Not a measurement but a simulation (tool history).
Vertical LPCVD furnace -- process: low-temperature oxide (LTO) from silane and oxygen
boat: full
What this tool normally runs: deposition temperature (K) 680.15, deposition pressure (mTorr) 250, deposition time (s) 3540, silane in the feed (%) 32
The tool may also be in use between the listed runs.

run	hour	deposition temperature (K)	deposition pressure (mTorr)	deposition time (s)	silane in the feed (%)	wafers since the last listed run	hours since the last temperature calibration	hours since the pressure gauge was zeroed	hours since the silane flow controller was replaced	hours since the gauge calibration	read-back reference wafer on the same gauge, thickness	film thickness on the monitor wafer in the middle of the boat (nm)
1	0.0	680.15	250	3540	32	0	2140.2	3361.1	4406.6	638.4	372.19	433.88
2	17.3	680.15	250	3540	32	200	2157.5	3378.4	4423.9	655.7	371.74	431.30
3	39.8	680.15	250	3090	32	260	2180.0	3400.9	4446.4	678.2	371.96	378.03
4	57.0	680.15	250	3090	32	199	2197.2	3418.1	4463.6	695.4	372.03	379.69
5	68.7	680.15	250	3540	32	135	2208.9	3429.8	4475.3	707.1	372.31	432.94
6	79.2	680.15	250	3540	32	121	2219.4	3440.3	4485.8	717.6	372.07	435.37
# hour 110.8: thermocouples replaced and temperature profile calibrated
# hour 127.3: silane flow controller replaced
7	127.8	680.15	250	3540	32	93	17.0	3488.9	0.5	766.2	372.07	433.60
# hour 129.5: gauge calibrated
8	132.1	680.15	250	3540	32	49	21.3	3493.2	4.8	2.6	372.12	432.62
9	136.4	680.15	250	2520	32	49	25.6	3497.5	9.1	6.9	371.80	307.50
10	140.6	686.15	190	2310	32	48	29.8	3501.7	13.3	11.1	372.07	227.15
11	144.9	680.15	250	2820	37	49	34.1	3506.0	17.6	15.4	371.73	417.77
12	153.1	680.15	250	3540	32	95	42.3	3514.2	25.8	23.6	371.92	434.91
13	160.2	680.15	200	3540	32	82	49.4	3521.3	32.9	30.7	371.77	341.78
14	172.8	680.15	250	3540	32	146	62.0	3533.9	45.5	43.3	371.84	432.65
15	182.7	672.15	305	3540	29	114	71.9	3543.8	55.4	53.2	371.96	421.72
16	191.4	691.15	220	3540	37	100	80.6	3552.5	64.1	61.9	371.89	516.87
17	204.4	685.15	250	2130	32	150	93.6	3565.5	77.1	74.9	372.39	275.26
18	216.5	680.15	295	3030	32	140	105.7	3577.6	89.2	87.0	371.85	439.78
19	229.2	680.15	295	4950	29	147	118.4	3590.3	101.9	99.7	372.01	621.97
20	238.0	680.15	250	3540	32	102	127.2	3599.1	110.7	108.5	371.93	431.60
21	251.9	680.15	250	3540	32	161	141.1	3613.0	124.6	122.4	372.11	432.98
22	261.2	680.15	250	3540	32	107	150.4	3622.3	133.9	131.7	371.92	431.88
23	272.7	686.15	250	3540	32	133	161.9	3633.8	145.4	143.2	371.85	461.96
# hour 310.5: pressure gauge zeroed
24	311.0	671.15	230	3540	36	165	200.2	0.5	183.7	181.5	372.15	440.00
25	315.3	683.15	250	3540	32	49	204.5	4.8	188.0	185.8	372.29	468.17
26	319.6	670.15	250	4320	27	49	208.8	9.1	192.3	190.1	372.10	380.14
27	329.9	680.15	250	3540	32	119	219.1	19.4	202.6	200.4	371.65	452.20
28	346.1	680.15	225	3540	32	187	235.3	35.6	218.8	216.6	372.45	405.05
29	382.4	680.15	250	2370	35	420	271.6	71.9	255.1	252.9	371.98	340.42
30	390.1	670.15	250	4110	27	89	279.3	79.6	262.8	260.6	372.19	362.96
31	403.6	680.15	250	3540	32	156	292.8	93.1	276.3	274.1	371.96	449.51
32	445.4	686.15	250	3540	32	484	334.6	134.9	318.1	315.9	371.79	484.13

For each run, the measured value with the value that run would have given without the tool's hidden condition subtracted. The run-to-run variation is shared by both, the gauge scatter possibly not:
Hidden state present: true tube temperature minus thermocouple reading, K; true pressure minus gauge reading, mTorr; deviation of the silane flow from its setpoint, %; gauge reads high (%).
run	film thickness on the monitor wafer in the middle of the boat (nm)
1	-19.49
2	-19.51
3	-17.24
4	-17.43
5	-19.95
6	-20.15
7	-20.41
8	-20.40
9	-14.52
10	-14.35
11	-19.80
12	-20.67
13	-20.60
14	-20.71
15	-16.46
16	-28.48
17	-13.32
18	-17.98
19	-25.54
20	-21.13
21	-21.30
22	-21.32
23	-22.89
24	-1.88
25	-1.88
26	-1.55
27	-1.91
28	-2.02
29	-1.71
30	-1.88
31	-2.42
32	-2.92
